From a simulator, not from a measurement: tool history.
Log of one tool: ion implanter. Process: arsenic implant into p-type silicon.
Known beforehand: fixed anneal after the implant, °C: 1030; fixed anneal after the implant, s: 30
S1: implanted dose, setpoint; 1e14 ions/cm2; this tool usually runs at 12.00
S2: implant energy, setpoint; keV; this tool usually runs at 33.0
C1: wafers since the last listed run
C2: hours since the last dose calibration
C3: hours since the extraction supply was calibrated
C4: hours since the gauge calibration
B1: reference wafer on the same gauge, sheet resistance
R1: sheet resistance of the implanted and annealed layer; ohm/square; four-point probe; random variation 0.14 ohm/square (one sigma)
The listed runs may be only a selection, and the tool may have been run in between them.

run 1 hour=0.0 | S1=13.18 S2=33.0 | C1=0 C2=664.8 C3=3460.2 C4=753.4 | B1=106.52 | R1=87.55
run 2 hour=50.1 | S1=13.18 S2=33.0 | C1=759 C2=714.9 C3=3510.3 C4=803.5 | B1=106.47 | R1=87.58
run 3 hour=125.2 | S1=13.18 S2=33.0 | C1=1138 C2=790.0 C3=3585.4 C4=878.6 | B1=106.50 | R1=87.71
run 4 hour=175.4 | S1=14.06 S2=33.0 | C1=760 C2=840.2 C3=3635.6 C4=928.8 | B1=106.59 | R1=84.63
run 5 hour=253.7 | S1=12.00 S2=33.0 | C1=1186 C2=918.5 C3=3713.9 C4=1007.1 | B1=106.47 | R1=93.16
-- hour=269.7 Faraday cup replaced and dose calibrated
run 6 hour=330.2 | S1=12.00 S2=33.0 | C1=1038 C2=60.5 C3=3790.4 C4=1083.6 | B1=106.50 | R1=92.30
run 7 hour=382.8 | S1=12.00 S2=33.0 | C1=797 C2=113.1 C3=3843.0 C4=1136.2 | B1=106.53 | R1=92.42
-- hour=706.4 extraction supply calibrated
run 8 hour=706.9 | S1=9.35 S2=33.0 | C1=4790 C2=437.2 C3=0.5 C4=1460.3 | B1=106.48 | R1=109.08
run 9 hour=772.6 | S1=12.00 S2=33.0 | C1=995 C2=502.9 C3=66.2 C4=1526.0 | B1=106.48 | R1=92.58
run 10 hour=870.2 | S1=12.00 S2=33.0 | C1=1479 C2=600.5 C3=163.8 C4=1623.6 | B1=106.45 | R1=92.61
run 11 hour=914.0 | S1=12.00 S2=33.0 | C1=663 C2=644.3 C3=207.6 C4=1667.4 | B1=106.55 | R1=92.71
run 12 hour=967.8 | S1=8.77 S2=33.0 | C1=815 C2=698.1 C3=261.4 C4=1721.2 | B1=106.47 | R1=114.53
run 13 hour=1075.7 | S1=12.00 S2=33.0 | C1=1635 C2=806.0 C3=369.3 C4=1829.1 | B1=106.55 | R1=93.04
-- hour=1126.8 Faraday cup replaced and dose calibrated
run 14 hour=1133.1 | S1=12.00 S2=22.5 | C1=748 C2=6.3 C3=426.7 C4=1886.5 | B1=106.53 | R1=97.46
-- hour=1171.0 gauge calibrated
run 15 hour=1238.5 | S1=13.85 S2=30.0 | C1=1597 C2=111.7 C3=532.1 C4=67.5 | B1=106.43 | R1=85.85
run 16 hour=1340.3 | S1=15.33 S2=33.0 | C1=1542 C2=213.5 C3=633.9 C4=169.3 | B1=106.51 | R1=79.61
run 17 hour=1377.8 | S1=12.00 S2=33.0 | C1=568 C2=251.0 C3=671.4 C4=206.8 | B1=106.58 | R1=92.08
run 18 hour=1438.7 | S1=15.22 S2=41.5 | C1=922 C2=311.9 C3=732.3 C4=267.7 | B1=106.54 | R1=76.53
run 19 hour=1479.9 | S1=9.96 S2=42.0 | C1=624 C2=353.1 C3=773.5 C4=308.9 | B1=106.52 | R1=100.28
run 20 hour=1572.4 | S1=13.91 S2=33.0 | C1=1401 C2=445.6 C3=866.0 C4=401.4 | B1=106.48 | R1=84.49
run 21 hour=1662.1 | S1=12.00 S2=33.0 | C1=1359 C2=535.3 C3=955.7 C4=491.1 | B1=106.53 | R1=92.28
run 22 hour=1763.7 | S1=10.68 S2=28.5 | C1=1539 C2=636.9 C3=1057.3 C4=592.7 | B1=106.51 | R1=101.63

List, for all runs, the conditions of the tool that the log does not record:
deviation of the true energy from its setpoint, %: 0, the same for each run
gauge reads high (%): 0, the same for each run
H1: deviation of the true dose from the Faraday cup's reading, %
run=1 H1=-1.13
run=2 H1=-1.27
run=3 H1=-1.51
run=4 H1=-1.68
run=5 H1=-1.96
run=6 H1=-0.227
run=7 H1=-0.246
run=8 H1=-0.614
run=9 H1=-0.742
run=10 H1=-0.964
run=11 H1=-1.08
run=12 H1=-1.23
run=13 H1=-1.56
run=14 H1=0.0111
run=15 H1=-0.0146
run=16 H1=-0.083
run=17 H1=-0.119
run=18 H1=-0.19
run=19 H1=-0.246
run=20 H1=-0.399
run=21 H1=-0.581
run=22 H1=-0.827

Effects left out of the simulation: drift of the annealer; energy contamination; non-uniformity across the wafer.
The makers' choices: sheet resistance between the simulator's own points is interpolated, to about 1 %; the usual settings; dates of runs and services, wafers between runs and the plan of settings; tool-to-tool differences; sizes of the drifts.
